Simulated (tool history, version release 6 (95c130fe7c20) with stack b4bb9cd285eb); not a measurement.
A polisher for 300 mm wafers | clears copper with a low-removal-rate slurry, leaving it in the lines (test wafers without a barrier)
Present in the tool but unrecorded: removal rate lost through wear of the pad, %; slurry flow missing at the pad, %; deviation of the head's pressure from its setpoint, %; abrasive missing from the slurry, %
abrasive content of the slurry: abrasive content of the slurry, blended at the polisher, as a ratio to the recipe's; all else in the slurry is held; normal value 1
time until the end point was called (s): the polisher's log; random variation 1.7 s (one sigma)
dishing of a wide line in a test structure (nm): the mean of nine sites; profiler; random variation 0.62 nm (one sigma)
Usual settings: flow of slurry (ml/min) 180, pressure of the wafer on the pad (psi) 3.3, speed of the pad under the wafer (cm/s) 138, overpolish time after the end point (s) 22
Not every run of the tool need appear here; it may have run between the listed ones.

| run | hour | flow of slurry (ml/min) | pressure of the wafer on the pad (psi) | speed of the pad under the wafer (cm/s) | abrasive content of the slurry | overpolish time after the end point (s) | wafers since the last listed run | wafers polished on this pad | hours since the slurry nozzle was cleaned | hours since the head pressure was calibrated | hours since the slurry blender was calibrated | incoming thickness of the incoming film, nm | time until the end point was called (s) | dishing of a wide line in a test structure (nm) |
|---|---|---|---|---|---|---|---|---|---|---|---|---|---|---|
| 1 | 0 | 180 | 3.3 | 138 | 1 | 22 | 0 | 700 | 202.1 | 513.1 | 9.9 | 429.9 | 100.4 | 32.8 |
| 2 | 24.1 | 180 | 3.3 | 138 | 1 | 22 | 149 | 849 | 226.2 | 537.2 | 34 | 434.6 | 98.1 | 32.3 |
|  | 34.2 | worn pad replaced by a new one |
| 3 | 56.8 | 180 | 3.3 | 138 | 1.2 | 15 | 177 | 140 | 258.9 | 569.9 | 66.7 | 433.5 | 95.4 | 27.8 |
| 4 | 69.6 | 180 | 2.9 | 138 | 1 | 12 | 79 | 219 | 271.7 | 582.7 | 79.5 | 434.5 | 117.2 | 24.2 |
| 5 | 84.4 | 180 | 3.3 | 138 | 1 | 22 | 91 | 311 | 286.5 | 597.5 | 94.3 | 433.9 | 102.1 | 32.2 |
| 6 | 99.2 | 180 | 3.3 | 138 | 1 | 22 | 91 | 402 | 301.3 | 612.3 | 109.1 | 434.3 | 105.3 | 32.6 |
| 7 | 115 | 180 | 3.3 | 138 | 1 | 22 | 97 | 500 | 317.1 | 628.1 | 124.9 | 427.1 | 101.7 | 32.4 |
| 8 | 139.6 | 180 | 2.7 | 164 | 1 | 22 | 152 | 653 | 341.7 | 652.7 | 149.5 | 426.7 | 107 | 32 |
|  | 151.6 | slurry blender recalibrated |
|  | 154.3 | worn pad replaced by a new one |
| 9 | 169.7 | 180 | 2.7 | 164 | 1 | 22 | 157 | 95 | 371.8 | 682.8 | 18.1 | 430.1 | 98.8 | 33.2 |
| 10 | 185.2 | 180 | 3.3 | 138 | 1.15 | 22 | 96 | 191 | 387.3 | 698.3 | 33.6 | 429.6 | 99.4 | 33 |
| 11 | 219.3 | 180 | 3.3 | 138 | 1 | 22 | 211 | 402 | 421.4 | 732.4 | 67.7 | 426.3 | 99.3 | 33 |
| 12 | 239.8 | 180 | 3.3 | 138 | 1 | 22 | 127 | 529 | 441.9 | 752.9 | 88.2 | 425.9 | 98.6 | 31.7 |
|  | 271.1 | slurry nozzle cleaned |
|  | 272 | slurry blender recalibrated |
| 13 | 272.5 | 130 | 2.9 | 138 | 1 | 22 | 190 | 720 | 1.4 | 785.6 | 0.5 | 430.5 | 121.2 | 30.3 |
| 14 | 305.4 | 180 | 3.9 | 138 | 1 | 12 | 203 | 924 | 34.3 | 818.5 | 33.4 | 424.7 | 83.8 | 28.9 |
|  | 315.3 | worn pad replaced by a new one |
| 15 | 326.3 | 180 | 4 | 138 | 0.7 | 22 | 104 | 68 | 55.2 | 839.4 | 54.3 | 426.5 | 88.3 | 35 |
| 16 | 362 | 220 | 3.3 | 138 | 1.1 | 22 | 221 | 289 | 90.9 | 875.1 | 90 | 430.1 | 100.5 | 33.5 |
| 17 | 380.3 | 130 | 3.3 | 92 | 1 | 22 | 113 | 402 | 109.2 | 893.4 | 108.3 | 429 | 162.7 | 27.8 |
| 18 | 402.9 | 180 | 4.4 | 138 | 1.25 | 22 | 140 | 542 | 131.8 | 916 | 130.9 | 430.6 | 76.1 | 36 |
|  | 409.2 | slurry blender recalibrated |
| 19 | 431.7 | 180 | 2.6 | 138 | 1 | 16 | 166 | 708 | 160.6 | 944.8 | 22.5 | 432.4 | 129.3 | 26 |
|  | 462.1 | head pressure recalibrated |
|  | 464.6 | worn pad replaced by a new one |
| 20 | 465.1 | 120 | 2.2 | 124 | 0.8 | 22 | 178 | 3 | 194 | 3 | 55.9 | 433.1 | 192.4 | 24.8 |
| 21 | 476.4 | 180 | 3 | 138 | 1 | 22 | 70 | 73 | 205.3 | 14.3 | 67.2 | 431.6 | 112.8 | 31.1 |
| 22 | 489.1 | 180 | 3.3 | 138 | 1 | 22 | 78 | 151 | 218 | 27 | 79.9 | 433.1 | 105.5 | 32.8 |
| 23 | 522.4 | 180 | 3.3 | 138 | 1 | 34 | 206 | 358 | 251.3 | 60.3 | 113.2 | 428.5 | 108.1 | 35.3 |
| 24 | 549.6 | 180 | 3.3 | 184 | 0.7 | 22 | 168 | 526 | 278.5 | 87.5 | 140.4 | 431.5 | 87.2 | 34.3 |

Run 25 is up next; what results do you expect?
|  | 560.4 | slurry blender recalibrated |
| 25 | 563.5 | 180 | 3.3 | 138 | 1 | 22 | 73 | 600 | 292.4 | 101.4 | 3.1 | 432.9 | ? | ? |

time until the end point was called (s): 102.1
dishing of a wide line in a test structure (nm): 32.4
Without the tool's hidden state the same run would have given time until the end point was called (s) 100.8, dishing of a wide line in a test structure (nm) 32.5.
